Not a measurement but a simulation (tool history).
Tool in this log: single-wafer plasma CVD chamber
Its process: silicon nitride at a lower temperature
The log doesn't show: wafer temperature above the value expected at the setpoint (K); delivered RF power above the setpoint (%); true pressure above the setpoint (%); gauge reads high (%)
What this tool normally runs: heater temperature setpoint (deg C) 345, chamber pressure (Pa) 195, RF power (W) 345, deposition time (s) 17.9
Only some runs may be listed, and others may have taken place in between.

run,hour,heater temperature setpoint (deg C),chamber pressure (Pa),RF power (W),deposition time (s),wafers since the last listed run,hours since the last thermocouple change,hours since the last RF generator calibration,hours since the last manometer calibration,hours since the showerhead was replaced,hours since the gauge calibration,"read-back reference wafer on the same gauge, thickness_nm",mean film thickness on the monitor wafer (nm)
1,0.0,345,195,345,17.9,0,381.8,374.9,917.6,4462.8,1145.9,18.785,20.203
2,82.5,345,195,345,18.8,2450,464.3,457.4,1000.1,4545.3,1228.4,18.796,21.067
3,180.9,345,195,345,18.8,2923,562.7,555.8,1098.5,4643.7,1326.8,18.797,20.893
4,234.1,345,195,345,18.8,1580,615.9,609.0,1151.7,4696.9,1380.0,18.783,20.937
5,322.1,345,195,345,17.9,2614,703.9,697.0,1239.7,4784.9,1468.0,18.815,19.911
6,368.6,345,195,345,17.9,1381,750.4,743.5,1286.2,4831.4,1514.5,18.809,19.646
7,433.6,345,195,345,17.9,1931,815.4,808.5,1351.2,4896.4,1579.5,18.805,19.709
8,541.4,345,195,345,17.9,3202,923.2,916.3,1459.0,5004.2,1687.3,18.807,19.445
# hour 570.3: capacitance manometer re-zeroed and calibrated
# hour 587.9: RF generator calibrated
9,588.4,345,195,345,17.9,920,970.2,0.5,18.1,5051.2,1734.3,18.792,20.322
10,629.5,345,195,320,17.9,1221,1011.3,41.6,59.2,5092.3,1775.4,18.795,19.302
# hour 657.5: gauge calibrated
11,676.3,345,195,320,17.9,1390,1058.1,88.4,106.0,5139.1,18.8,18.808,19.310
# hour 738.5: thermocouple changed; heater temperature recalibrated
12,748.5,345,195,345,17.9,1907,10.0,160.6,178.2,5211.3,91.0,18.791,20.344
13,811.0,345,195,345,17.9,1856,72.5,223.1,240.7,5273.8,153.5,18.799,20.275
14,905.8,345,153,345,17.9,2816,167.3,317.9,335.5,5368.6,248.3,18.813,19.046
# hour 985.6: showerhead replaced, of another model than before
15,1002.2,345,195,345,18.8,2626,263.7,414.3,431.9,16.6,344.7,18.779,21.031
16,1044.0,345,195,345,17.9,1241,305.5,456.1,473.7,58.4,386.5,18.794,19.876
17,1090.5,345,195,400,17.9,1381,352.0,502.6,520.2,104.9,433.0,18.816,22.859
18,1186.6,345,195,345,20.5,2855,448.1,598.7,616.3,201.0,529.1,18.800,22.831
19,1238.3,358,241,360,17.9,1535,499.8,650.4,668.0,252.7,580.8,18.793,21.255
20,1316.8,345,240,345,15.9,2332,578.3,728.9,746.5,331.2,659.3,18.821,18.094
21,1354.5,345,195,345,17.9,1120,616.0,766.6,784.2,368.9,697.0,18.804,19.480
# hour 1532.3: RF generator calibrated
22,1664.0,345,209,345,17.9,8957,925.5,131.7,1093.7,678.4,1006.5,18.779,20.633
23,1710.3,353,167,345,17.9,1375,971.8,178.0,1140.0,724.7,1052.8,18.797,19.414
24,1765.8,334,237,345,17.9,1648,1027.3,233.5,1195.5,780.2,1108.3,18.781,21.162
# hour 1818.8: thermocouple changed; heater temperature recalibrated
25,1835.7,332,236,315,16.7,1838,16.9,303.4,1265.4,850.1,1178.2,18.800,17.917
26,1911.4,355,195,380,17.9,2248,92.6,379.1,1341.1,925.8,1253.9,18.799,21.904
27,1975.8,345,195,345,16.4,1913,157.0,443.5,1405.5,990.2,1318.3,18.805,18.288
28,2037.3,345,155,325,16.0,1827,218.5,505.0,1467.0,1051.7,1379.8,18.777,16.130

Below, some changes in mean film thickness on the monitor wafer (nm) between adjacent runs. For each, the amount present without the hidden state too (settings, incoming material, random variation) and the amount remaining for the hidden state with gauge scatter not shared by both compared results:
Run 8 -> 9: capacitance manometer re-zeroed and calibrated, RF generator calibrated. mean film thickness on the monitor wafer (nm) +0.877: hidden state +0.842, all else +0.035.
Run 21 -> 22: chamber pressure (Pa) 195 -> 209, RF generator calibrated. mean film thickness on the monitor wafer (nm) +1.153: hidden state +0.770, all else +0.383.
Run 25 -> 26: heater temperature setpoint (deg C) 332 -> 355, chamber pressure (Pa) 236 -> 195, RF power (W) 315 -> 380, deposition time (s) 16.7 -> 17.9. mean film thickness on the monitor wafer (nm) +3.987: hidden state -0.083, all else +4.070.
Run 26 -> 27: heater temperature setpoint (deg C) 355 -> 345, RF power (W) 380 -> 345, deposition time (s) 17.9 -> 16.4. mean film thickness on the monitor wafer (nm) -3.616: hidden state -0.039, all else -3.577.
